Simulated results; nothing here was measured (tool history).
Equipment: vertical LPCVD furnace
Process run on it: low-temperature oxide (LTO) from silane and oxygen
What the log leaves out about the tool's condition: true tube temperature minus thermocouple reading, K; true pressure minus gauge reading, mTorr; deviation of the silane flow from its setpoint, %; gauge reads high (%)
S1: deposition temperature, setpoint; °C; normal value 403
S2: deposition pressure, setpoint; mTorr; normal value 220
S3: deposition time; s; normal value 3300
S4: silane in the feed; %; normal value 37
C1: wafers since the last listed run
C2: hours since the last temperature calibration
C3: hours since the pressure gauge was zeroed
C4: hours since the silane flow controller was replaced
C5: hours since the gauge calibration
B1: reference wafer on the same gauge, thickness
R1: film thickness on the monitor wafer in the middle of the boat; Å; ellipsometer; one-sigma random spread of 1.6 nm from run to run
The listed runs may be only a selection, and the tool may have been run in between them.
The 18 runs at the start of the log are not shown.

run   hour   S1   S2    S3  S4   C1     C2     C3     C4     C5      B1      R1
 19    598  403  220  3300  37  281  611.8   99.6    259   85.7  423.45  4932.5
 20  613.1  407  220  3300  42  265  626.9  114.7  274.1  100.8  423.97    6005
 21  646.2  403  220  3300  37  582    660  147.8  307.2  133.9  423.72  4962.3
 22  672.1  396  190  4260  37  455  685.9  173.7  333.1  159.8  422.74  5071.6
 23  693.1  412  265  2910  32  369  706.9  194.7  354.1  180.8     423  4809.2
 24  720.6  391  240  4560  37  483  734.4  222.2  381.6  208.3  422.91  6538.7
 25  748.6  403  260  3300  37  492  762.4  250.2  409.6  236.3  423.35  5827.9
 26  784.4  391  240  3780  33  629  798.2    286  445.4  272.1  423.09  4620.6
 27    797  403  220  3300  31  221  810.8  298.6    458  284.7   423.3  3895.5
 28  821.6  403  220  3300  32  432  835.4  323.2  482.6  309.3  422.51  4101.7
 29    848  403  220  3300  35  464  861.8  349.6    509  335.7  422.83  4580.8
 30  868.1  403  220  3300  37  353  881.9  369.7  529.1  355.8  422.53  4987.8

5 ways to go on from here, each from the tool as it stands after run 30. What would each give?
  A  872.4  403  220  3300  37  75  886.2  374  533.4  360.1   ?   ?
  B  872.4  414  220  3300  32  75  886.2  374  533.4  360.1   ?   ?
  C  872.4  407  270  3300  43  75  886.2  374  533.4  360.1   ?   ?
  D  872.4  403  165  3300  37  75  886.2  374  533.4  360.1   ?   ?
  E  872.4  403  220  2730  30  75  886.2  374  533.4  360.1   ?   ?

run      B1      R1
  A  423.17  4966.7
  B  423.17  4631.5
  C  423.17  7583.5
  D  423.17    3725
  E  423.17  3087.5
The same runs, with their run-to-run variation unchanged, on a tool lacking any hidden condition would have given:
run      R1
  A  4858.9
  B  4531.3
  C  7428.8
  D  3644.1
  E  3016.9
